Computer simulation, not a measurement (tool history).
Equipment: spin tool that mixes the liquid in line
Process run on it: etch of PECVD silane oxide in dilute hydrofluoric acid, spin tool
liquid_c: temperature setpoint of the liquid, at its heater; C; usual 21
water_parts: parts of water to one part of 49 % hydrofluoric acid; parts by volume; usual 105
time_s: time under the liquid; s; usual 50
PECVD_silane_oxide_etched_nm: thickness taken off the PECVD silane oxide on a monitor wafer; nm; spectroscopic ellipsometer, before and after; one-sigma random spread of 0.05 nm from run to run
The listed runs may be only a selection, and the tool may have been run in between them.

| run | hour | liquid_c | water_parts | time_s | wafers since the last listed run | hours since the thermometer was replaced | hours since the hydrofluoric acid flow meter was replaced | hours since the gauge calibration | read-back film thickness of the PECVD silane oxide reference wafer, read on the same gauge (nm) | PECVD_silane_oxide_etched_nm |
|---|---|---|---|---|---|---|---|---|---|---|
| 1 | 0 | 22.5 | 105 | 50 | 0 | 1226.5 | 1711.8 | 979.9 | 140.02 | 7.76 |
|  | 95.3 | gauge calibrated |
| 2 | 105.3 | 22 | 105 | 60 | 1404 | 1331.8 | 1817.1 | 10 | 140.04 | 9.28 |
| 3 | 124.4 | 22 | 105 | 60 | 254 | 1350.9 | 1836.2 | 29.1 | 139.98 | 9.13 |
| 4 | 158.1 | 22 | 105 | 60 | 449 | 1384.6 | 1869.9 | 62.8 | 140.03 | 9.18 |
| 5 | 179.8 | 18.5 | 105 | 50 | 289 | 1406.3 | 1891.6 | 84.5 | 140.01 | 6.59 |
| 6 | 192.5 | 18.5 | 105 | 50 | 169 | 1419 | 1904.3 | 97.2 | 140.01 | 6.55 |
| 7 | 227.4 | 21 | 105 | 50 | 465 | 1453.9 | 1939.2 | 132.1 | 140 | 7.41 |
| 8 | 259.8 | 21 | 105 | 50 | 432 | 1486.3 | 1971.6 | 164.5 | 140.01 | 7.39 |
| 9 | 281.6 | 21 | 105 | 50 | 290 | 1508.1 | 1993.4 | 186.3 | 140.01 | 7.45 |
|  | 300.5 | hydrofluoric acid flow meter replaced |
| 10 | 309.2 | 21 | 105 | 50 | 354 | 1535.7 | 8.7 | 213.9 | 139.97 | 6.9 |
|  | 313 | thermometer replaced |
| 11 | 341.5 | 24.5 | 125 | 60 | 417 | 28.5 | 41 | 246.2 | 139.99 | 7.74 |
| 12 | 359 | 21 | 105 | 50 | 233 | 46 | 58.5 | 263.7 | 139.99 | 6.87 |
| 13 | 392.7 | 17.5 | 105 | 50 | 449 | 79.7 | 92.2 | 297.4 | 139.99 | 5.98 |
| 14 | 425 | 25.5 | 85 | 50 | 430 | 112 | 124.5 | 329.7 | 140.01 | 10.62 |
| 15 | 447.4 | 21 | 125 | 65 | 298 | 134.4 | 146.9 | 352.1 | 140.03 | 7.43 |
| 16 | 474.2 | 23.5 | 105 | 75 | 357 | 161.2 | 173.7 | 378.9 | 140.02 | 11.61 |
| 17 | 504.8 | 23.5 | 120 | 40 | 408 | 191.8 | 204.3 | 409.5 | 139.99 | 5.25 |
| 18 | 528.1 | 17 | 85 | 40 | 310 | 215.1 | 227.6 | 432.8 | 139.99 | 5.94 |
| 19 | 544.3 | 17 | 135 | 70 | 216 | 231.3 | 243.8 | 449 | 140.01 | 6.21 |
| 20 | 556.5 | 24 | 105 | 50 | 162 | 243.5 | 256 | 461.2 | 139.98 | 7.95 |
| 21 | 584.4 | 25.5 | 150 | 50 | 372 | 271.4 | 283.9 | 489.1 | 140 | 5.49 |
| 22 | 616.6 | 24 | 65 | 60 | 429 | 303.6 | 316.1 | 521.3 | 139.98 | 16.2 |
| 23 | 630.8 | 21 | 105 | 50 | 189 | 317.8 | 330.3 | 535.5 | 140.04 | 7 |
| 24 | 657.3 | 21 | 105 | 30 | 353 | 344.3 | 356.8 | 562 | 139.99 | 4.18 |
| 25 | 669.6 | 19 | 105 | 35 | 164 | 356.6 | 369.1 | 574.3 | 140.03 | 4.53 |
| 26 | 686.1 | 21 | 105 | 50 | 220 | 373.1 | 385.6 | 590.8 | 140 | 7.09 |
| 27 | 707.2 | 21 | 105 | 50 | 281 | 394.2 | 406.7 | 611.9 | 140 | 7.07 |
| 28 | 721.5 | 22.5 | 105 | 65 | 190 | 408.5 | 421 | 626.2 | 140.01 | 9.67 |
| 29 | 736.9 | 21 | 135 | 50 | 205 | 423.9 | 436.4 | 641.6 | 139.97 | 5.3 |
| 30 | 758 | 21 | 90 | 50 | 281 | 445 | 457.5 | 662.7 | 140.01 | 8.44 |
| 31 | 783.2 | 21 | 105 | 50 | 336 | 470.2 | 482.7 | 687.9 | 140.01 | 7.06 |
| 32 | 813.3 | 24.5 | 75 | 50 | 401 | 500.3 | 512.8 | 718 | 140.05 | 11.67 |

For each run, the measured value with the value that run would have given without the tool's hidden condition subtracted. The run-to-run variation is shared by both, the gauge scatter possibly not:
Unlogged tool condition in this case: liquid colder than its thermometer reads (K); hydrofluoric acid flow above the setpoint (%); gauge reads high (%).
| run | PECVD_silane_oxide_etched_nm |
|---|---|
| 1 | +0.47 |
| 2 | +0.6 |
| 3 | +0.6 |
| 4 | +0.6 |
| 5 | +0.43 |
| 6 | +0.44 |
| 7 | +0.51 |
| 8 | +0.51 |
| 9 | +0.51 |
| 10 | +0.06 |
| 11 | +0.08 |
| 12 | +0.06 |
| 13 | +0.07 |
| 14 | +0.12 |
| 15 | +0.1 |
| 16 | +0.16 |
| 17 | +0.07 |
| 18 | +0.09 |
| 19 | +0.09 |
| 20 | +0.13 |
| 21 | +0.1 |
| 22 | +0.28 |
| 23 | +0.13 |
| 24 | +0.08 |
| 25 | +0.09 |
| 26 | +0.15 |
| 27 | +0.15 |
| 28 | +0.21 |
| 29 | +0.12 |
| 30 | +0.19 |
| 31 | +0.16 |
| 32 | +0.27 |
